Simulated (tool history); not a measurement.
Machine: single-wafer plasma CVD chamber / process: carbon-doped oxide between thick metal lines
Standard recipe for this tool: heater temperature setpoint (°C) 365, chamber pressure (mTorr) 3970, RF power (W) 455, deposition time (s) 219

run	hour	heater temperature setpoint (°C)	chamber pressure (mTorr)	RF power (W)	deposition time (s)	read-back reference wafer on the same gauge, thickness_nm	mean film thickness on the monitor wafer (Å)
1	0	365	3470	455	219	1111.05	8811.67
2	32.8	365	4570	455	219	1110.433	9103.46
3	50.9	365	3970	455	219	1110.687	8903.33
4	72.5	365	3970	455	219	1109.802	8871.24
5	94.3	365	3970	455	219	1109.318	8910.32
6	112.6	377	4950	455	219	1109.367	9023.46
7	134.5	365	3970	420	219	1110.111	8322.87
8	161.3	365	3560	455	219	1109.082	8712.49
# hour 169.5: gauge calibrated
9	181	365	3970	455	253	1109.986	10238.07
10	206.5	365	3970	455	179	1109.572	7223.94
11	239.9	365	3970	455	253	1109.956	10187.8
12	252.9	365	3970	455	219	1109.24	8771.25
# hour 284.5: RF generator calibrated
13	285	372	3530	455	178	1109.949	7350.58
14	316.4	365	3970	455	219	1109.922	9359.27
15	331.8	356	4240	480	219	1110.394	9980.44
16	348.4	351	4330	415	253	1109.712	10431.81
17	379.9	365	3970	455	219	1110.742	9330.47
18	399.1	350	3970	405	206	1110.621	8236.95
19	429.4	365	3970	455	219	1110.514	9333.78
# hour 438.8: capacitance manometer re-zeroed and calibrated
20	444.1	365	3970	455	219	1109.474	9339.91
# hour 465.3: thermocouple changed; heater temperature recalibrated
21	467.7	353	3110	505	183	1109.507	8315.14
22	495.7	365	3970	455	185	1109.672	7887.53
23	530.5	359	3460	495	204	1110.997	9214.7
24	564.1	378	4410	455	243	1110.228	10322.75
25	587.6	373	3970	455	219	1108.419	9178.31
26	617.2	377	3260	505	237	1110.401	10331.32
27	698.9	374	4560	455	256	1109.794	10963.23
28	714.8	365	3970	455	219	1110.733	9318.55
29	731.2	376	4490	455	238	1109.666	10111.61

3 ways to go on from here, each from the tool as it stands after run 29. What would each give?
A	731.7	365	3970	455	219	?	?
B	731.7	374	3480	455	178	?	?
C	731.7	372	3350	430	250	?	?

run	read-back reference wafer on the same gauge, thickness_nm	mean film thickness on the monitor wafer (Å)
A	1110.671	9304.35
B	1110.671	7303.49
C	1110.671	9766.91
What these runs would have given with no unlogged condition in the tool:
run	mean film thickness on the monitor wafer (Å)
A	9389.8
B	7370.57
C	9857.6

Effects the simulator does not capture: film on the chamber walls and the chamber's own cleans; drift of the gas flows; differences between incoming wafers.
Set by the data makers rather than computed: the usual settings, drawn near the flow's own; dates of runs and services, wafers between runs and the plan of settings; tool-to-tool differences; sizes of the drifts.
